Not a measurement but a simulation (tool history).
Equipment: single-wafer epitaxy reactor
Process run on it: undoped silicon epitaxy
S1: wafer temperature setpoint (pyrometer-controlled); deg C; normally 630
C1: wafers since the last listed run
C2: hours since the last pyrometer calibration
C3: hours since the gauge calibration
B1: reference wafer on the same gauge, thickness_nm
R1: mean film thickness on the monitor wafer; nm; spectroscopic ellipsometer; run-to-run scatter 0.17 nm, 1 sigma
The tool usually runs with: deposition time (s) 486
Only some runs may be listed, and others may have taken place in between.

{"run": 1, "hour": 0.0, "S1": 630, "deposition time (s)": 486, "C1": 0, "C2": 142.9, "C3": 753.4, "B1": 59.292, "R1": 54.5}
{"run": 2, "hour": 61.5, "S1": 630, "deposition time (s)": 486, "C1": 325, "C2": 204.4, "C3": 814.9, "B1": 59.336, "R1": 54.501}
{"run": 3, "hour": 165.3, "S1": 630, "deposition time (s)": 486, "C1": 549, "C2": 308.2, "C3": 918.7, "B1": 59.302, "R1": 54.638}
{"run": 4, "hour": 252.4, "S1": 630, "deposition time (s)": 486, "C1": 461, "C2": 395.3, "C3": 1005.8, "B1": 59.29, "R1": 54.717}
{"run": 5, "hour": 313.0, "S1": 630, "deposition time (s)": 486, "C1": 320, "C2": 455.9, "C3": 1066.4, "B1": 59.343, "R1": 55.102}
{"run": 6, "hour": 393.2, "S1": 630, "deposition time (s)": 486, "C1": 424, "C2": 536.1, "C3": 1146.6, "B1": 59.293, "R1": 55.176}
{"run": 7, "hour": 467.5, "S1": 630, "deposition time (s)": 433, "C1": 393, "C2": 610.4, "C3": 1220.9, "B1": 59.308, "R1": 49.495}
{"run": 8, "hour": 519.3, "S1": 630, "deposition time (s)": 486, "C1": 274, "C2": 662.2, "C3": 1272.7, "B1": 59.332, "R1": 55.27}
{"run": 9, "hour": 582.4, "S1": 630, "deposition time (s)": 486, "C1": 334, "C2": 725.3, "C3": 1335.8, "B1": 59.249, "R1": 55.075}
{"run": 10, "hour": 869.6, "S1": 630, "deposition time (s)": 486, "C1": 1521, "C2": 1012.5, "C3": 1623.0, "B1": 59.349, "R1": 55.652}
{"run": 11, "hour": 949.9, "S1": 630, "deposition time (s)": 514, "C1": 425, "C2": 1092.8, "C3": 1703.3, "B1": 59.364, "R1": 59.086}
{"run": 12, "hour": 1021.5, "S1": 630, "deposition time (s)": 486, "C1": 379, "C2": 1164.4, "C3": 1774.9, "B1": 59.29, "R1": 55.859}
{"run": 13, "hour": 1102.9, "S1": 630, "deposition time (s)": 486, "C1": 431, "C2": 1245.8, "C3": 1856.3, "B1": 59.282, "R1": 55.861}
{"run": 14, "hour": 1196.8, "S1": 630, "deposition time (s)": 486, "C1": 497, "C2": 1339.7, "C3": 1950.2, "B1": 59.296, "R1": 55.663}
{"run": 15, "hour": 1249.4, "S1": 626, "deposition time (s)": 486, "C1": 278, "C2": 1392.3, "C3": 2002.8, "B1": 59.364, "R1": 51.779}
{"run": 16, "hour": 1323.8, "S1": 626, "deposition time (s)": 486, "C1": 394, "C2": 1466.7, "C3": 2077.2, "B1": 59.264, "R1": 51.794}
{"run": 17, "hour": 1376.5, "S1": 625, "deposition time (s)": 436, "C1": 279, "C2": 1519.4, "C3": 2129.9, "B1": 59.35, "R1": 45.336}
{"run": 18, "hour": 1432.8, "S1": 616, "deposition time (s)": 420, "C1": 298, "C2": 1575.7, "C3": 2186.2, "B1": 59.275, "R1": 36.327}
{"hour": 1520.0, "done": "gauge calibrated"}
{"run": 19, "hour": 1536.0, "S1": 630, "deposition time (s)": 486, "C1": 546, "C2": 1678.9, "C3": 16.0, "B1": 59.303, "R1": 55.969}
{"run": 20, "hour": 1609.0, "S1": 634, "deposition time (s)": 409, "C1": 386, "C2": 1751.9, "C3": 89.0, "B1": 59.299, "R1": 51.087}
{"run": 21, "hour": 1705.7, "S1": 643, "deposition time (s)": 397, "C1": 512, "C2": 1848.6, "C3": 185.7, "B1": 59.318, "R1": 59.161}
{"run": 22, "hour": 1810.8, "S1": 643, "deposition time (s)": 422, "C1": 556, "C2": 1953.7, "C3": 290.8, "B1": 59.31, "R1": 62.9}
{"hour": 1884.0, "done": "pyrometer calibrated"}
{"run": 23, "hour": 1886.4, "S1": 630, "deposition time (s)": 486, "C1": 358, "C2": 2.4, "C3": 366.4, "B1": 59.308, "R1": 53.965}
{"run": 24, "hour": 1961.3, "S1": 625, "deposition time (s)": 401, "C1": 396, "C2": 77.3, "C3": 441.3, "B1": 59.292, "R1": 40.389}
{"run": 25, "hour": 2056.2, "S1": 640, "deposition time (s)": 552, "C1": 502, "C2": 172.2, "C3": 536.2, "B1": 59.293, "R1": 75.567}
{"run": 26, "hour": 2156.0, "S1": 625, "deposition time (s)": 486, "C1": 528, "C2": 272.0, "C3": 636.0, "B1": 59.285, "R1": 49.477}
{"run": 27, "hour": 2204.6, "S1": 639, "deposition time (s)": 434, "C1": 257, "C2": 320.6, "C3": 684.6, "B1": 59.301, "R1": 58.295}
{"run": 28, "hour": 2276.6, "S1": 624, "deposition time (s)": 557, "C1": 381, "C2": 392.6, "C3": 756.6, "B1": 59.301, "R1": 55.81}
{"run": 29, "hour": 2331.0, "S1": 636, "deposition time (s)": 560, "C1": 288, "C2": 447.0, "C3": 811.0, "B1": 59.312, "R1": 71.494}
{"run": 30, "hour": 2407.1, "S1": 630, "deposition time (s)": 486, "C1": 403, "C2": 523.1, "C3": 887.1, "B1": 59.283, "R1": 55.319}
{"run": 31, "hour": 2510.6, "S1": 634, "deposition time (s)": 537, "C1": 548, "C2": 626.6, "C3": 990.6, "B1": 59.248, "R1": 66.156}
{"run": 32, "hour": 2609.7, "S1": 630, "deposition time (s)": 486, "C1": 524, "C2": 725.7, "C3": 1089.7, "B1": 59.281, "R1": 55.406}

Forecast each of these 3 alternatives for the next run:
{"run": "A", "hour": 2610.2, "S1": 630, "deposition time (s)": 486, "C1": 2, "C2": 726.2, "C3": 1090.2, "B1": "?", "R1": "?"}
{"run": "B", "hour": 2610.2, "S1": 637, "deposition time (s)": 430, "C1": 2, "C2": 726.2, "C3": 1090.2, "B1": "?", "R1": "?"}
{"run": "C", "hour": 2610.2, "S1": 624, "deposition time (s)": 425, "C1": 2, "C2": 726.2, "C3": 1090.2, "B1": "?", "R1": "?"}

run=A B1=59.299 R1=55.466
run=B B1=59.299 R1=56.392
run=C B1=59.299 R1=42.992
Stripped of hidden state, with their random variation kept, the same runs would have yielded:
run=A R1=54.293
run=B R1=55.216
run=C R1=42.072

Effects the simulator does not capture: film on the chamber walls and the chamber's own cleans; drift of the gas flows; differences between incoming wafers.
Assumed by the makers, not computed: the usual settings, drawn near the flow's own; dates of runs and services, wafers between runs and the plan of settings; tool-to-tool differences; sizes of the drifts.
